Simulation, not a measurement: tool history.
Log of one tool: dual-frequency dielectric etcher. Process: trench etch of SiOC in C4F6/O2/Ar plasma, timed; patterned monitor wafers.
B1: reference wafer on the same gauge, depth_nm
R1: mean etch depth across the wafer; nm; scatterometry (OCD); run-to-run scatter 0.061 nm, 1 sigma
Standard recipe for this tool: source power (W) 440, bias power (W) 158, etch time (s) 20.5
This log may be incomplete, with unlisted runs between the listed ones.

run 1 hour=0 | source_power_(W)=500 bias_power_(W)=158 etch_time_(s)=25 | B1=42.4 | R1=52.46
run 2 hour=8.7 | source_power_(W)=500 bias_power_(W)=158 etch_time_(s)=25 | B1=42.39 | R1=52.58
run 3 hour=20.5 | source_power_(W)=440 bias_power_(W)=158 etch_time_(s)=20.5 | B1=42.39 | R1=41.83
run 4 hour=29.8 | source_power_(W)=440 bias_power_(W)=158 etch_time_(s)=20.5 | B1=42.4 | R1=41.73
run 5 hour=83.3 | source_power_(W)=440 bias_power_(W)=158 etch_time_(s)=20.5 | B1=42.4 | R1=42
run 6 hour=93.1 | source_power_(W)=440 bias_power_(W)=158 etch_time_(s)=20.5 | B1=42.41 | R1=41.91
run 7 hour=99.5 | source_power_(W)=440 bias_power_(W)=158 etch_time_(s)=20.5 | B1=42.39 | R1=41.92
run 8 hour=112.9 | source_power_(W)=440 bias_power_(W)=158 etch_time_(s)=20.5 | B1=42.41 | R1=42.01
-- hour=129.6 bias power generator calibrated
run 9 hour=130.1 | source_power_(W)=440 bias_power_(W)=158 etch_time_(s)=20.5 | B1=42.39 | R1=41.99
-- hour=155.9 wet clean of the chamber
run 10 hour=156.4 | source_power_(W)=440 bias_power_(W)=158 etch_time_(s)=20.5 | B1=42.41 | R1=40.69
run 11 hour=160.6 | source_power_(W)=440 bias_power_(W)=158 etch_time_(s)=20.5 | B1=42.4 | R1=40.68
run 12 hour=169.1 | source_power_(W)=440 bias_power_(W)=158 etch_time_(s)=20.5 | B1=42.41 | R1=40.7
-- hour=196.9 upper electrode replaced
-- hour=200.4 source power generator calibrated
run 13 hour=200.9 | source_power_(W)=440 bias_power_(W)=158 etch_time_(s)=20.5 | B1=42.39 | R1=40.83
run 14 hour=201.2 | source_power_(W)=480 bias_power_(W)=158 etch_time_(s)=20.5 | B1=42.41 | R1=41.62
run 15 hour=215.1 | source_power_(W)=440 bias_power_(W)=194 etch_time_(s)=25 | B1=42.4 | R1=53.19
run 16 hour=227.1 | source_power_(W)=350 bias_power_(W)=158 etch_time_(s)=15 | B1=42.4 | R1=28.38
-- hour=230.6 gauge calibrated
run 17 hour=241.6 | source_power_(W)=440 bias_power_(W)=186 etch_time_(s)=25 | B1=42.38 | R1=52.42
run 18 hour=253 | source_power_(W)=440 bias_power_(W)=158 etch_time_(s)=20.5 | B1=42.4 | R1=40.96
run 19 hour=261.1 | source_power_(W)=440 bias_power_(W)=158 etch_time_(s)=16 | B1=42.39 | R1=31.95
run 20 hour=273.9 | source_power_(W)=440 bias_power_(W)=158 etch_time_(s)=20.5 | B1=42.4 | R1=40.94
run 21 hour=288.9 | source_power_(W)=380 bias_power_(W)=177 etch_time_(s)=20.5 | B1=42.4 | R1=40.94
run 22 hour=298.8 | source_power_(W)=440 bias_power_(W)=133 etch_time_(s)=15 | B1=42.4 | R1=28.54
run 23 hour=313.6 | source_power_(W)=380 bias_power_(W)=170 etch_time_(s)=20.5 | B1=42.4 | R1=40.61
run 24 hour=328.9 | source_power_(W)=440 bias_power_(W)=158 etch_time_(s)=20.5 | B1=42.4 | R1=41.09
run 25 hour=344.6 | source_power_(W)=440 bias_power_(W)=158 etch_time_(s)=20.5 | B1=42.4 | R1=41
run 26 hour=357.9 | source_power_(W)=440 bias_power_(W)=180 etch_time_(s)=20.5 | B1=42.4 | R1=42.82
run 27 hour=367.1 | source_power_(W)=350 bias_power_(W)=158 etch_time_(s)=23.5 | B1=42.41 | R1=44.76

Subtracting, for every run, the result it would have given without the tool's unlogged condition from the measured result gives the following. The same run-to-run variation enters both numbers; the gauge's scatter may not:
The hidden state here: etch rate over this chamber's usual, %; source power that arrives over what is set, %; bias power that arrives over what is set, %; gauge reads high (%).
run=1 R1=+1.33
run=2 R1=+1.35
run=3 R1=+1.1
run=4 R1=+1.12
run=5 R1=+1.24
run=6 R1=+1.25
run=7 R1=+1.26
run=8 R1=+1.3
run=9 R1=+1.33
run=10 R1=+0.03
run=11 R1=+0.04
run=12 R1=+0.06
run=13 R1=+0.13
run=14 R1=+0.12
run=15 R1=+0.2
run=16 R1=+0.12
run=17 R1=+0.28
run=18 R1=+0.24
run=19 R1=+0.2
run=20 R1=+0.28
run=21 R1=+0.31
run=22 R1=+0.23
run=23 R1=+0.36
run=24 R1=+0.39
run=25 R1=+0.43
run=26 R1=+0.47
run=27 R1=+0.51
